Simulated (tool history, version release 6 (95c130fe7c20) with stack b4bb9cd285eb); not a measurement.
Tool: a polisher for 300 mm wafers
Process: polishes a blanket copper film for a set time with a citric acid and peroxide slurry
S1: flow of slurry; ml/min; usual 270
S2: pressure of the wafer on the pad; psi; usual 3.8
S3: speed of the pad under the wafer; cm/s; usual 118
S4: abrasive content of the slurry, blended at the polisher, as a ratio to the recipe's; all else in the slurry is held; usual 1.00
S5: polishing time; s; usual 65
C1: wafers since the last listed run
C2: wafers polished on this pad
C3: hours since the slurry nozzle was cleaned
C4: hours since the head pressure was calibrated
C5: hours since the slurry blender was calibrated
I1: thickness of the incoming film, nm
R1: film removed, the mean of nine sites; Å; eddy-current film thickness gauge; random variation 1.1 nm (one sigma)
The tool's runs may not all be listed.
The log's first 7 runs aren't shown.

run,hour,S1,S2,S3,S4,S5,C1,C2,C3,C4,C5,I1,R1
8,81.1,270,3.8,118,1.00,70,97,336,337.0,800.4,292.4,604.7,1998
9,94.6,270,3.8,118,1.00,65,137,474,350.5,813.9,305.9,600.2,1844
10,103.4,270,3.8,118,1.00,65,89,563,359.3,822.7,314.7,620.5,1829
11,118.0,270,3.8,118,1.00,65,148,712,373.9,837.3,329.3,599.4,1852
12,125.7,270,3.8,118,1.00,65,78,791,381.6,845.0,337.0,597.2,1831
13,132.7,270,3.8,118,1.00,65,71,862,388.6,852.0,344.0,607.9,1828
# hour 146.7: head pressure recalibrated
# hour 159.5: slurry blender recalibrated
# hour 163.2: worn pad replaced by a new one
14,166.2,270,3.0,142,0.80,65,263,30,422.1,19.5,6.7,622.8,1871
15,176.7,270,3.8,118,0.90,65,107,138,432.6,30.0,17.2,596.3,1891
16,183.0,270,3.8,118,1.00,65,64,202,438.9,36.3,23.5,617.8,1949
17,190.7,230,3.8,118,1.00,65,78,280,446.6,44.0,31.2,616.9,1911
18,198.1,180,3.8,118,0.75,56,75,356,454.0,51.4,38.6,610.5,1547
19,211.4,270,4.2,118,1.00,65,135,492,467.3,64.7,51.9,613.3,2074
20,220.5,270,3.8,118,1.00,65,92,585,476.4,73.8,61.0,609.0,1952
21,232.5,270,4.6,118,1.00,65,122,707,488.4,85.8,73.0,610.7,2192
# hour 238.9: head pressure recalibrated, repeated, since the last time left the tool worse
# hour 242.0: slurry nozzle cleaned
22,247.5,195,3.8,118,1.00,65,122,829,5.5,8.6,88.0,615.5,1721
23,255.9,270,3.8,118,0.85,65,85,915,13.9,17.0,96.4,617.4,1718
# hour 262.1: worn pad replaced by a new one
24,271.6,270,3.8,118,1.00,70,119,96,29.6,32.7,112.1,614.5,1912
25,285.3,270,4.2,118,1.15,85,139,236,43.3,46.4,125.8,611.7,2533
26,293.9,270,3.8,156,1.15,72,87,324,51.9,55.0,134.4,612.3,2517
27,307.0,200,3.8,144,1.00,65,133,457,65.0,68.1,147.5,603.1,2068
28,323.0,270,3.8,118,1.15,65,163,621,81.0,84.1,163.5,613.0,1816
29,331.6,270,4.6,118,1.00,65,87,708,89.6,92.7,172.1,611.5,2002
30,344.3,270,4.3,118,1.00,65,129,838,102.3,105.4,184.8,615.2,1909

Forecast each of these 4 alternatives for the next run:
A,344.7,270,3.8,118,0.75,65,4,842,102.7,105.8,185.2,620.0,?
B,344.7,270,3.8,118,1.30,65,4,842,102.7,105.8,185.2,620.0,?
C,344.7,270,4.2,138,1.00,65,4,842,102.7,105.8,185.2,620.0,?
D,344.7,270,3.8,118,0.70,65,4,842,102.7,105.8,185.2,620.0,?

run,R1
A,1709
B,1880
C,2183
D,1690
Without the tool's hidden state the same runs would have given:
run,R1
A,1699
B,1870
C,2171
D,1681

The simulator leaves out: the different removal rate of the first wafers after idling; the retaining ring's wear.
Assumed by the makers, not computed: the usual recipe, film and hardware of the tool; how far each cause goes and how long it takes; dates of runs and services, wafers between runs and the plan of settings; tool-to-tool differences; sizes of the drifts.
